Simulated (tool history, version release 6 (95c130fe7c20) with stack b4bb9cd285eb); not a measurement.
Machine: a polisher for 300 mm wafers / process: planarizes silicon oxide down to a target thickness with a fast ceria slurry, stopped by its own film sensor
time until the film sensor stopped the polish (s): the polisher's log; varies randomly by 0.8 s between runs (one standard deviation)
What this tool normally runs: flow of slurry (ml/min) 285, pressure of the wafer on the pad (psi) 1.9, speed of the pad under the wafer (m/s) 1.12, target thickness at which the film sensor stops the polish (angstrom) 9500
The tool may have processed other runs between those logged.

run,hour,flow of slurry (ml/min),pressure of the wafer on the pad (psi),speed of the pad under the wafer (m/s),target thickness at which the film sensor stops the polish (angstrom),"incoming thickness of the incoming film, nm",time until the film sensor stopped the polish (s)
1,0,285,1.9,1.12,9500,1473.4,58.8
2,91,285,1.9,1.12,9500,1470.8,59.1
3,147,285,1.9,1.12,9500,1469.7,58.9
4,253.2,285,1.9,1.12,9500,1483.2,59.4
# hour 301.4: head pressure recalibrated
5,316.8,285,2.3,1.12,9500,1470.5,42.4
# hour 322.5: slurry nozzle cleaned
6,405.1,285,2.3,1.12,9500,1466.2,43.4
7,451.4,285,1.9,1.12,9500,1475.5,55.4
# hour 489.7: worn pad replaced by a new one
8,542.6,285,1.9,1.12,9500,1486,51
9,614.5,285,1.9,1.12,9500,1449.3,50.3
10,697.7,310,1.9,1.12,9500,1466.7,53.1
11,742.9,310,1.9,1.12,9500,1446.5,51.1
12,789.1,310,1.9,1.12,9500,1476.1,54.8
13,839.7,285,1.9,1.12,9500,1480.7,57.3
14,931,285,1.9,1.12,9500,1471.7,56.2
15,986.9,285,2,1.12,10140,1471.2,47.5
# hour 1094.6: slurry nozzle cleaned
16,1095.1,285,1.9,0.76,9500,1491.4,85.4
17,1160.5,315,1.9,0.96,8410,1443,75.1
18,1226.2,360,1.9,1.12,9500,1466.9,57.2
# hour 1273.6: worn pad replaced by a new one
19,1330.7,285,1.3,0.94,9500,1470.7,92.7
20,1376.7,285,2.1,1.12,9500,1468.3,48.8
21,1464.5,285,2.4,1.12,9500,1473.1,43
22,1515.4,250,2.3,1.12,11200,1442.5,29.6
23,1562.8,285,1.9,1.12,9500,1461.4,56.8
24,1603.6,315,1.9,0.82,9500,1462.8,74.1
# hour 1618.4: head pressure recalibrated
25,1696.9,240,1.6,1.02,10250,1488.4,60.6
# hour 1750.6: slurry nozzle cleaned
26,1763.3,285,1.9,1.12,9500,1461,49.7
27,1831.7,285,1.5,1.12,8880,1477.5,80.1
28,1871.8,195,1.6,0.98,10610,1469.3,58.7
29,1919.5,285,1.9,1.12,9500,1478,54.2
# hour 1935.6: worn pad replaced by a new one
30,2006,285,1.9,1.12,9500,1471.9,50.4
31,2104.3,285,1.9,1.48,9500,1458.2,38.5
# hour 2370.1: slurry nozzle cleaned
32,2427.3,285,1.5,1.38,9500,1500.7,61.4
# hour 2534.2: worn pad replaced by a new one
33,2534.7,285,1.9,1.12,8720,1440.3,54.9
34,2581.5,285,1.9,1.12,9500,1463.6,51.8
35,2681.3,245,1.9,1.12,9500,1466.8,53.3
36,2738.4,285,1.6,1.26,7910,1458.9,75.6

Below, each run's measurement less what the same run would have read without the hidden state. Both values contain the same run-to-run variation, but the gauge's scatter may not be the same in both:
The hidden state here: removal rate lost through wear of the pad, %; slurry flow missing at the pad, %; deviation of the head's pressure from its setpoint, %.
run,time until the film sensor stopped the polish (s)
1,+12
2,+12.8
3,+13.1
4,+13.7
5,+5.5
6,+6.6
7,+9
8,+4.2
9,+5.9
10,+7.9
11,+8.3
12,+9.5
13,+10.6
14,+11.2
15,+9.7
16,+18.4
17,+16.6
18,+12.9
19,+13.3
20,+7.8
21,+7.9
22,+5.8
23,+11.6
24,+15.5
25,+7.5
26,+7
27,+12.4
28,+9.6
29,+9.3
30,+5.1
31,+5.4
32,+12.5
33,+5.9
34,+6.7
35,+8.8
36,+13.5
